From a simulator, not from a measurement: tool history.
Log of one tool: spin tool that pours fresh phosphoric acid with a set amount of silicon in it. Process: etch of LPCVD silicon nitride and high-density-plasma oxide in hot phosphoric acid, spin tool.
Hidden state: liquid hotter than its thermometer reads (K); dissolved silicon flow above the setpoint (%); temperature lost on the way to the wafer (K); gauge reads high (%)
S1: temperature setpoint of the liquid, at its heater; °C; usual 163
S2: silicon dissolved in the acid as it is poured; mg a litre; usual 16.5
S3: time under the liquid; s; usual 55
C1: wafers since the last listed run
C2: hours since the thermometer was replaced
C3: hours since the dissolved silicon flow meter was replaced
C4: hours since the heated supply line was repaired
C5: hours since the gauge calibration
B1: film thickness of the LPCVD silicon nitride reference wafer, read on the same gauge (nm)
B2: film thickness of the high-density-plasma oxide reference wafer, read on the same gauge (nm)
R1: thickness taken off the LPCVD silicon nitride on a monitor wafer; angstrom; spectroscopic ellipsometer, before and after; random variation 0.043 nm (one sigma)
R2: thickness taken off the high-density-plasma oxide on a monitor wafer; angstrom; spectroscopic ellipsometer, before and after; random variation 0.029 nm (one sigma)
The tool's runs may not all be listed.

{"run": 1, "day": 0.0, "S1": 163, "S2": 16.5, "S3": 55, "C1": 0, "C2": 1411, "C3": 416.2, "C4": 1607.3, "C5": 703.9, "B1": 119.956, "B2": 60.042, "R1": 52.65, "R2": 3.5}
{"run": 2, "day": 1.688, "S1": 163, "S2": 16.5, "S3": 55, "C1": 403, "C2": 1451.5, "C3": 456.7, "C4": 1647.8, "C5": 744.4, "B1": 120.012, "B2": 60.02, "R1": 53.65, "R2": 2.02}
{"run": 3, "day": 4.738, "S1": 163, "S2": 16.5, "S3": 55, "C1": 729, "C2": 1524.7, "C3": 529.9, "C4": 1721, "C5": 817.6, "B1": 120.008, "B2": 59.964, "R1": 53.71, "R2": 2.41}
{"run": 4, "day": 7.654, "S1": 161.5, "S2": 19.5, "S3": 55, "C1": 697, "C2": 1594.7, "C3": 599.9, "C4": 1791, "C5": 887.6, "B1": 120.04, "B2": 59.964, "R1": 50.5, "R2": 2.04}
{"run": 5, "day": 9.825, "S1": 161.5, "S2": 19.5, "S3": 55, "C1": 518, "C2": 1646.8, "C3": 652, "C4": 1843.1, "C5": 939.7, "B1": 120.004, "B2": 59.974, "R1": 50.01, "R2": 2.38}
{"run": 6, "day": 14.112, "S1": 161.5, "S2": 19.5, "S3": 55, "C1": 1024, "C2": 1749.7, "C3": 754.9, "C4": 1946, "C5": 1042.6, "B1": 120.027, "B2": 59.998, "R1": 51.24, "R2": 2.19}
{"day": 16.492, "done": "thermometer replaced"}
{"run": 7, "day": 18.138, "S1": 163, "S2": 16.5, "S3": 55, "C1": 952, "C2": 39.5, "C3": 851.5, "C4": 2042.6, "C5": 1139.2, "B1": 119.982, "B2": 60.012, "R1": 49.51, "R2": 2.01}
{"run": 8, "day": 19.646, "S1": 163, "S2": 16.5, "S3": 55, "C1": 360, "C2": 75.7, "C3": 887.7, "C4": 2078.8, "C5": 1175.4, "B1": 120.017, "B2": 59.991, "R1": 49.73, "R2": 2.53}
{"run": 9, "day": 22.367, "S1": 163, "S2": 16.5, "S3": 55, "C1": 650, "C2": 141, "C3": 953, "C4": 2144.1, "C5": 1240.7, "B1": 120.003, "B2": 59.987, "R1": 49.92, "R2": 2.28}
{"run": 10, "day": 24.958, "S1": 163, "S2": 16.5, "S3": 55, "C1": 619, "C2": 203.2, "C3": 1015.2, "C4": 2206.3, "C5": 1302.9, "B1": 119.977, "B2": 59.988, "R1": 49.69, "R2": 2.51}
{"run": 11, "day": 28.271, "S1": 163, "S2": 16.5, "S3": 20, "C1": 791, "C2": 282.7, "C3": 1094.7, "C4": 2285.8, "C5": 1382.4, "B1": 120.053, "B2": 60.018, "R1": 18.17, "R2": 0.78}

Forecast run 12:
{"day": 30.454, "done": "dissolved silicon flow meter replaced"}
{"run": 12, "day": 31.675, "S1": 164.5, "S2": 6.5, "S3": 70, "C1": 803, "C2": 364.4, "C3": 29.3, "C4": 2367.5, "C5": 1464.1, "B1": "?", "B2": "?", "R1": "?", "R2": "?"}

B1: 119.999
B2: 59.968
R1: 67.47 angstrom
R2: 5.15 angstrom
Without the tool's hidden state the same run would have given R1 66.02 angstrom, R2 4.91 angstrom.

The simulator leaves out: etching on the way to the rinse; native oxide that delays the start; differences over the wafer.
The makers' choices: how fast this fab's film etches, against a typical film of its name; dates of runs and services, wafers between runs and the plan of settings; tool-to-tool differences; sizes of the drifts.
